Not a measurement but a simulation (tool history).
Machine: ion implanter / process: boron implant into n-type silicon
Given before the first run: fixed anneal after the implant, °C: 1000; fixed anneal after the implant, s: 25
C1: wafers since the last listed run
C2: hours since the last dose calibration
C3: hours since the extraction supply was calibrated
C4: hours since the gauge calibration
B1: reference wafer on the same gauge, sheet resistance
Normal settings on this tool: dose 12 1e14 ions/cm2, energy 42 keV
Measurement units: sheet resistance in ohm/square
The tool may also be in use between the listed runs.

Run 1, hour 0: usual settings; C1 0; C2 1954.9; C3 2769.9; C4 37.7; B1 103.98. Result: sheet resistance 101.49 ohm/square.
Run 2, hour 8: usual settings; C1 159; C2 1962.9; C3 2777.9; C4 45.7; B1 103.96. Result: sheet resistance 101.14 ohm/square.
Run 3, hour 17.8: usual settings; C1 195; C2 1972.7; C3 2787.7; C4 55.5; B1 104.02. Result: sheet resistance 101.44 ohm/square.
Run 4, hour 28.7: usual settings; C1 216; C2 1983.6; C3 2798.6; C4 66.4; B1 104.02. Result: sheet resistance 101.58 ohm/square.
Run 5, hour 46: usual settings; C1 344; C2 2000.9; C3 2815.9; C4 83.7; B1 104.04. Result: sheet resistance 101.27 ohm/square.
Run 6, hour 55.4: usual settings; C1 187; C2 2010.3; C3 2825.3; C4 93.1; B1 103.99. Result: sheet resistance 101.44 ohm/square.
Run 7, hour 62.7: usual settings but dose 13.43 1e14 ions/cm2; C1 145; C2 2017.6; C3 2832.6; C4 100.4; B1 104.02. Result: sheet resistance 92.64 ohm/square.
Run 8, hour 76: usual settings but dose 13.43 1e14 ions/cm2; C1 264; C2 2030.9; C3 2845.9; C4 113.7; B1 104.01. Result: sheet resistance 92.49 ohm/square.
At hour 94.1: Faraday cup replaced and dose calibrated.
Run 9, hour 94.6: usual settings but dose 10.64 1e14 ions/cm2, energy 28.5 keV; C1 210; C2 0.5; C3 2864.5; C4 132.3; B1 104.02. Result: sheet resistance 114.08 ohm/square.
At hour 104.9: extraction supply calibrated.
Run 10, hour 105.4: usual settings; C1 55; C2 11.3; C3 0.5; C4 143.1; B1 104. Result: sheet resistance 101.49 ohm/square.
Run 11, hour 110.1: usual settings but dose 9.58 1e14 ions/cm2; C1 93; C2 16; C3 5.2; C4 147.8; B1 104.05. Result: sheet resistance 122.09 ohm/square.
Run 12, hour 118.1: usual settings but dose 9.23 1e14 ions/cm2; C1 159; C2 24; C3 13.2; C4 155.8; B1 104.01. Result: sheet resistance 125.71 ohm/square.
At hour 130.3: gauge calibrated.
Run 13, hour 130.4: usual settings but energy 51 keV; C1 244; C2 36.3; C3 25.5; C4 0.1; B1 103.96. Result: sheet resistance 100.65 ohm/square.
Run 14, hour 138.8: usual settings but dose 9.59 1e14 ions/cm2; C1 167; C2 44.7; C3 33.9; C4 8.5; B1 104.03. Result: sheet resistance 121.74 ohm/square.
Run 15, hour 146.4: usual settings; C1 151; C2 52.3; C3 41.5; C4 16.1; B1 104. Result: sheet resistance 101.6 ohm/square.
Run 16, hour 158.4: usual settings but dose 14.06 1e14 ions/cm2; C1 238; C2 64.3; C3 53.5; C4 28.1; B1 104.02. Result: sheet resistance 89.5 ohm/square.
Run 17, hour 165.6: usual settings but dose 10.69 1e14 ions/cm2, energy 47 keV; C1 143; C2 71.5; C3 60.7; C4 35.3; B1 103.99. Result: sheet resistance 111.16 ohm/square.

Forecast each of these 5 alternatives for the next run:
Run A, hour 166: usual settings but dose 14.63 1e14 ions/cm2; C1 7; C2 71.9; C3 61.1; C4 35.7; B1 ?. Result: sheet resistance ?.
Run B, hour 166: usual settings but dose 14.14 1e14 ions/cm2; C1 7; C2 71.9; C3 61.1; C4 35.7; B1 ?. Result: sheet resistance ?.
Run C, hour 166: usual settings but dose 10.92 1e14 ions/cm2, energy 49 keV; C1 7; C2 71.9; C3 61.1; C4 35.7; B1 ?. Result: sheet resistance ?.
Run D, hour 166: usual settings but energy 37 keV; C1 7; C2 71.9; C3 61.1; C4 35.7; B1 ?. Result: sheet resistance ?.
Run E, hour 166: usual settings but dose 10.4 1e14 ions/cm2, energy 51.5 keV; C1 7; C2 71.9; C3 61.1; C4 35.7; B1 ?. Result: sheet resistance ?.

run      B1  sheet resistance
  A  103.96             86.26
  B  103.96             88.66
  C  103.96            108.65
  D  103.96            101.93
  E  103.96            112.79
Stripped of hidden state, with their random variation kept, the same runs would have yielded:
run  sheet resistance
  A             86.26
  B             88.66
  C            108.65
  D            101.93
  E            112.79
